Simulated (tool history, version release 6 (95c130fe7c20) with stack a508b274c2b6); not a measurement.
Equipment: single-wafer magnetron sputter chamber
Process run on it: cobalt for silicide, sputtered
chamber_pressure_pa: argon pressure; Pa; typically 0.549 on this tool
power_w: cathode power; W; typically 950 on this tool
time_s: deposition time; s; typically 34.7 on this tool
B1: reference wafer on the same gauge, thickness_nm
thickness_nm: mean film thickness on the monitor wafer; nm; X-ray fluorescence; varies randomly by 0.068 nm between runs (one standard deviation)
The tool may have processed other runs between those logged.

run 1 hour=0 | chamber_pressure_pa=0.549 power_w=950 time_s=37 | B1=16.206 | thickness_nm=15.516
run 2 hour=22.9 | chamber_pressure_pa=0.549 power_w=950 time_s=37 | B1=16.208 | thickness_nm=15.43
run 3 hour=44 | chamber_pressure_pa=0.549 power_w=950 time_s=34.7 | B1=16.232 | thickness_nm=14.547
run 4 hour=65.7 | chamber_pressure_pa=0.549 power_w=950 time_s=34.7 | B1=16.212 | thickness_nm=14.279
run 5 hour=91.6 | chamber_pressure_pa=0.549 power_w=1150 time_s=34.7 | B1=16.215 | thickness_nm=17.286
run 6 hour=104.9 | chamber_pressure_pa=0.549 power_w=1150 time_s=34.7 | B1=16.198 | thickness_nm=17.326
run 7 hour=136.3 | chamber_pressure_pa=0.549 power_w=1150 time_s=34.7 | B1=16.181 | thickness_nm=17.228
run 8 hour=169.6 | chamber_pressure_pa=0.549 power_w=950 time_s=36.1 | B1=16.206 | thickness_nm=14.815
run 9 hour=194.3 | chamber_pressure_pa=0.549 power_w=950 time_s=34.7 | B1=16.226 | thickness_nm=14.182
run 10 hour=209.7 | chamber_pressure_pa=0.549 power_w=1100 time_s=34.7 | B1=16.176 | thickness_nm=16.457
run 11 hour=240.8 | chamber_pressure_pa=0.549 power_w=1100 time_s=34.7 | B1=16.174 | thickness_nm=16.388
run 12 hour=267 | chamber_pressure_pa=0.549 power_w=950 time_s=34.7 | B1=16.217 | thickness_nm=14.081
-- hour=289.5 capacitance manometer re-zeroed and calibrated
run 13 hour=299.1 | chamber_pressure_pa=0.549 power_w=950 time_s=34.7 | B1=16.188 | thickness_nm=14.142
-- hour=335.8 sputter target and shields replaced
run 14 hour=336.3 | chamber_pressure_pa=0.636 power_w=950 time_s=39.1 | B1=16.207 | thickness_nm=16.742
run 15 hour=346.8 | chamber_pressure_pa=0.549 power_w=1050 time_s=34.7 | B1=16.207 | thickness_nm=16.677
run 16 hour=361.8 | chamber_pressure_pa=0.549 power_w=1050 time_s=34.7 | B1=16.155 | thickness_nm=16.557
run 17 hour=385 | chamber_pressure_pa=0.549 power_w=1050 time_s=34.7 | B1=16.205 | thickness_nm=16.29
run 18 hour=414.8 | chamber_pressure_pa=0.406 power_w=850 time_s=37.3 | B1=16.218 | thickness_nm=14.679
run 19 hour=435.4 | chamber_pressure_pa=0.36 power_w=1050 time_s=32 | B1=16.187 | thickness_nm=15.367
run 20 hour=456.3 | chamber_pressure_pa=0.666 power_w=1150 time_s=28.9 | B1=16.2 | thickness_nm=14.484
-- hour=476.3 gauge calibrated
run 21 hour=489.2 | chamber_pressure_pa=0.695 power_w=950 time_s=32.4 | B1=16.237 | thickness_nm=13.245
run 22 hour=522.2 | chamber_pressure_pa=0.549 power_w=950 time_s=39.2 | B1=16.188 | thickness_nm=16.287
run 23 hour=551.3 | chamber_pressure_pa=0.385 power_w=950 time_s=39.8 | B1=16.209 | thickness_nm=17.021
run 24 hour=574.1 | chamber_pressure_pa=0.487 power_w=850 time_s=28.3 | B1=16.24 | thickness_nm=10.647
-- hour=588.8 magnet pack replaced
run 25 hour=589.3 | chamber_pressure_pa=0.549 power_w=950 time_s=34.7 | B1=16.204 | thickness_nm=14.246
run 26 hour=612.4 | chamber_pressure_pa=0.549 power_w=950 time_s=34.7 | B1=16.198 | thickness_nm=14.325
run 27 hour=637.6 | chamber_pressure_pa=0.549 power_w=950 time_s=34.7 | B1=16.206 | thickness_nm=14.324
run 28 hour=656.4 | chamber_pressure_pa=0.549 power_w=950 time_s=37.1 | B1=16.198 | thickness_nm=15.123
run 29 hour=692.2 | chamber_pressure_pa=0.442 power_w=1050 time_s=34.7 | B1=16.195 | thickness_nm=16.102
run 30 hour=722.8 | chamber_pressure_pa=0.386 power_w=950 time_s=29.4 | B1=16.188 | thickness_nm=12.536
-- hour=755.9 sputter target and shields replaced
run 31 hour=780.6 | chamber_pressure_pa=0.549 power_w=950 time_s=34.7 | B1=16.184 | thickness_nm=14.798
run 32 hour=794.3 | chamber_pressure_pa=0.661 power_w=950 time_s=34.7 | B1=16.236 | thickness_nm=14.49
run 33 hour=823.4 | chamber_pressure_pa=0.372 power_w=800 time_s=31.6 | B1=16.19 | thickness_nm=11.707
run 34 hour=849.5 | chamber_pressure_pa=0.549 power_w=950 time_s=37.8 | B1=16.159 | thickness_nm=15.958

Results per run with the tool's hidden condition removed, run-to-run variation unchanged:
The hidden state here: deposition rate above that of a new target (%); true argon pressure above the setpoint (%); gauge reads high (%).
run=1 thickness_nm=16.164
run=2 thickness_nm=16.139
run=3 thickness_nm=15.265
run=4 thickness_nm=15.028
run=5 thickness_nm=18.248
run=6 thickness_nm=18.315
run=7 thickness_nm=18.264
run=8 thickness_nm=15.746
run=9 thickness_nm=15.096
run=10 thickness_nm=17.533
run=11 thickness_nm=17.485
run=12 thickness_nm=15.04
run=13 thickness_nm=15.121
run=14 thickness_nm=16.769
run=15 thickness_nm=16.771
run=16 thickness_nm=16.738
run=17 thickness_nm=16.59
run=18 thickness_nm=15.07
run=19 thickness_nm=15.853
run=20 thickness_nm=15.006
run=21 thickness_nm=13.803
run=22 thickness_nm=17.055
run=23 thickness_nm=17.886
run=24 thickness_nm=11.215
run=25 thickness_nm=15.027
run=26 thickness_nm=15.138
run=27 thickness_nm=15.165
run=28 thickness_nm=16.029
run=29 thickness_nm=17.098
run=30 thickness_nm=13.33
run=31 thickness_nm=15.016
run=32 thickness_nm=14.77
run=33 thickness_nm=12.035
run=34 thickness_nm=16.511
